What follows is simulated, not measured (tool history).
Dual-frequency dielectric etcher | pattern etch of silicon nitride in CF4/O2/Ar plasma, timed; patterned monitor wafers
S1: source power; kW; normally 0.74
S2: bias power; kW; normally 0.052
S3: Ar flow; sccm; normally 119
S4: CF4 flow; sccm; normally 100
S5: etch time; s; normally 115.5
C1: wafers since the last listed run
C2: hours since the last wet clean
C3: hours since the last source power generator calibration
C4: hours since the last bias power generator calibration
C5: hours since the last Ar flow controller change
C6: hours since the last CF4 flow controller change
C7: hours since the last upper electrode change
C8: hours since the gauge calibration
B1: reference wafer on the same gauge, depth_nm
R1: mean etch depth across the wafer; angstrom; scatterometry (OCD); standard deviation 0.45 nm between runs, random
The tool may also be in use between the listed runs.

run,hour,S1,S2,S3,S4,S5,C1,C2,C3,C4,C5,C6,C7,C8,B1,R1
1,0,0.74,0.052,119,100,115.5,0,595.8,4593.8,4553.7,1213.8,5127.7,2940.8,15.3,251,2945
2,6.1,0.74,0.052,119,100,115.5,52,601.9,4599.9,4559.8,1219.9,5133.8,2946.9,21.4,251,2941
3,13.9,0.74,0.052,119,90,115.5,66,609.7,4607.7,4567.6,1227.7,5141.6,2954.7,29.2,250.9,2893
4,30.7,0.74,0.052,119,90,115.5,143,626.5,4624.5,4584.4,1244.5,5158.4,2971.5,46,250.9,2895
5,47.5,0.74,0.052,119,90,115.5,143,643.3,4641.3,4601.2,1261.3,5175.2,2988.3,62.8,251.1,2896
6,60.5,0.74,0.052,125,100,115.5,111,656.3,4654.3,4614.2,1274.3,5188.2,3001.3,75.8,250.9,2906
# hour 89.2: CF4 flow controller replaced
# hour 98.6: wet clean of the chamber
# hour 102.9: bias power generator calibrated
7,103.4,0.78,0.052,119,100,125,201,4.8,4697.2,0.5,1317.2,14.2,3044.2,118.7,251.1,3350
8,103.7,0.78,0.052,119,100,125,2,5.1,4697.5,0.8,1317.5,14.5,3044.5,119,251,3357
9,104.1,0.74,0.052,119,100,115.5,3,5.5,4697.9,1.2,1317.9,14.9,3044.9,119.4,251.1,3027
10,104.4,0.74,0.052,119,100,115.5,2,5.8,4698.2,1.5,1318.2,15.2,3045.2,119.7,251,3028
11,110.8,0.74,0.052,139,100,99,54,12.2,4704.6,7.9,1324.6,21.6,3051.6,126.1,251.2,2506
# hour 140.9: upper electrode replaced
12,141.4,0.74,0.052,137,100,115.5,56,42.8,4735.2,38.5,1355.2,52.2,0.5,156.7,251,2934
13,141.8,0.74,0.052,134,100,101.5,3,43.2,4735.6,38.9,1355.6,52.6,0.9,157.1,251,2594
# hour 151.9: source power generator calibrated
14,152.4,0.68,0.055,119,100,115.5,56,53.8,0.5,49.5,1366.2,63.2,11.5,167.7,250.9,2964
15,161.9,0.74,0.052,119,100,115.5,81,63.3,10,59,1375.7,72.7,21,177.2,251,3019
# hour 173.8: Ar flow controller replaced
# hour 174: gauge calibrated
16,174.6,0.74,0.052,90,100,83,57,76,22.7,71.7,0.8,85.4,33.7,0.6,250.9,2282
17,181.9,0.74,0.052,119,100,115.5,62,83.3,30,79,8.1,92.7,41,7.9,251,3011
18,198.1,0.74,0.057,95,100,97.5,138,99.5,46.2,95.2,24.3,108.9,57.2,24.1,250.9,2748
19,215.3,0.66,0.059,119,100,129.5,147,116.7,63.4,112.4,41.5,126.1,74.4,41.3,251.1,3371
20,229.3,0.89,0.058,119,100,141,119,130.7,77.4,126.4,55.5,140.1,88.4,55.3,251.2,4214
21,244.6,0.74,0.06,119,100,141,131,146,92.7,141.7,70.8,155.4,103.7,70.6,251,3907

Take each entry between the runs: how does the hidden state at the last listed run before it differ from the hidden state at the first listed run after it?
In the gap between runs 6 and 7: CF4 flow controller replaced (hour 89.2); wet clean of the chamber (hour 98.6); bias power generator calibrated (hour 102.9)
  etch rate over this chamber's usual, %: -3.14 -> -0.187
  measured result minus the result with no hidden state, R1: -95 -> -6 angstrom
In the gap between runs 11 and 12: upper electrode replaced (hour 140.9)
  etch rate over this chamber's usual, %: -0.221 -> -0.36
  measured result minus the result with no hidden state, R1: -5 -> -10 angstrom
In the gap between runs 13 and 14: source power generator calibrated (hour 151.9)
  etch rate over this chamber's usual, %: -0.362 -> -0.41
  measured result minus the result with no hidden state, R1: -9 -> -13 angstrom
In the gap between runs 15 and 16: Ar flow controller replaced (hour 173.8); gauge calibrated (hour 174)
  etch rate over this chamber's usual, %: -0.453 -> -0.511
  measured result minus the result with no hidden state, R1: -14 -> -11 angstrom
